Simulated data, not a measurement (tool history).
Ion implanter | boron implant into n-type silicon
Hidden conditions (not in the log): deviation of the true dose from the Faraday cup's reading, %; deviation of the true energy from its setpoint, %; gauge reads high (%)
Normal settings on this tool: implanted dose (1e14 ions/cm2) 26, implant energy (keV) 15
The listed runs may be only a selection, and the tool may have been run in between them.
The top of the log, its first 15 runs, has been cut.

| run | hour | implanted dose (1e14 ions/cm2) | implant energy (keV) | wafers since the last listed run | hours since the last dose calibration | hours since the extraction supply was calibrated | hours since the gauge calibration | read-back reference wafer on the same gauge, sheet resistance | sheet resistance of the implanted and annealed layer (ohm/square) |
|---|---|---|---|---|---|---|---|---|---|
| 16 | 327 | 27.62 | 17.5 | 203 | 20.5 | 2922.5 | 564.6 | 77.79 | 65.69 |
| 17 | 348.2 | 30.38 | 15 | 215 | 41.7 | 2943.7 | 585.8 | 77.8 | 68.85 |
| 18 | 382.5 | 31.88 | 15 | 349 | 76 | 2978 | 620.1 | 77.8 | 68.26 |
| 19 | 488.4 | 26 | 15 | 1077 | 181.9 | 3083.9 | 726 | 77.79 | 71.64 |
| 20 | 510.9 | 31.43 | 17.5 | 228 | 204.4 | 3106.4 | 748.5 | 77.82 | 63.21 |
| 21 | 541.9 | 26 | 10.5 | 315 | 235.4 | 3137.4 | 779.5 | 77.79 | 86.17 |
| 22 | 558 | 29.85 | 15 | 163 | 251.5 | 3153.5 | 795.6 | 77.83 | 69.17 |
| 23 | 587.4 | 20.8 | 15 | 299 | 280.9 | 3182.9 | 825 | 77.8 | 77.86 |
| 24 | 612 | 26 | 19 | 250 | 305.5 | 3207.5 | 849.6 | 77.8 | 64.83 |
| 25 | 633.5 | 23.25 | 10 | 218 | 327 | 3229 | 871.1 | 77.77 | 90.5 |
|  | 638.1 | gauge calibrated |
| 26 | 656.5 | 18.61 | 15 | 234 | 350 | 3252 | 18.4 | 77.79 | 82 |
| 27 | 680.6 | 26 | 15 | 245 | 374.1 | 3276.1 | 42.5 | 77.83 | 71.56 |
| 28 | 698.1 | 20.52 | 15 | 178 | 391.6 | 3293.6 | 60 | 77.78 | 78.55 |
|  | 720.6 | extraction supply calibrated |
| 29 | 733.2 | 30.26 | 12.5 | 275 | 426.7 | 12.6 | 95.1 | 77.79 | 75.9 |
| 30 | 766.2 | 26 | 15 | 335 | 459.7 | 45.6 | 128.1 | 77.79 | 71.63 |
| 31 | 800.8 | 26 | 15 | 352 | 494.3 | 80.2 | 162.7 | 77.82 | 71.62 |
| 32 | 826.2 | 26 | 15 | 258 | 519.7 | 105.6 | 188.1 | 77.75 | 71.66 |
| 33 | 844.4 | 31.49 | 15 | 185 | 537.9 | 123.8 | 206.3 | 77.73 | 68.33 |
| 34 | 861.3 | 18.23 | 18 | 172 | 554.8 | 140.7 | 223.2 | 77.77 | 78.24 |
| 35 | 884 | 31.95 | 12 | 231 | 577.5 | 163.4 | 245.9 | 77.83 | 77.11 |
| 36 | 897.7 | 27.98 | 16.5 | 139 | 591.2 | 177.1 | 259.6 | 77.8 | 66.96 |
| 37 | 926.6 | 29.16 | 15 | 294 | 620.1 | 206 | 288.5 | 77.79 | 69.31 |

Forecast each of these 5 alternatives for the next run:
| A | 927 | 26 | 15 | 4 | 620.5 | 206.4 | 288.9 | ? | ? |
| B | 927 | 32.6 | 11.5 | 4 | 620.5 | 206.4 | 288.9 | ? | ? |
| C | 927 | 26 | 20 | 4 | 620.5 | 206.4 | 288.9 | ? | ? |
| D | 927 | 26 | 10 | 4 | 620.5 | 206.4 | 288.9 | ? | ? |
| E | 927 | 22.5 | 16.5 | 4 | 620.5 | 206.4 | 288.9 | ? | ? |

| run | read-back reference wafer on the same gauge, sheet resistance | sheet resistance of the implanted and annealed layer (ohm/square) |
|---|---|---|
| A | 77.78 | 71.35 |
| B | 77.78 | 78.51 |
| C | 77.78 | 63.22 |
| D | 77.78 | 88.03 |
| E | 77.78 | 72.2 |
With the hidden condition removed and each run's random variation left untouched, the same runs would have given:
| run | sheet resistance of the implanted and annealed layer (ohm/square) |
|---|---|
| A | 71.61 |
| B | 78.64 |
| C | 63.54 |
| D | 88.22 |
| E | 72.58 |
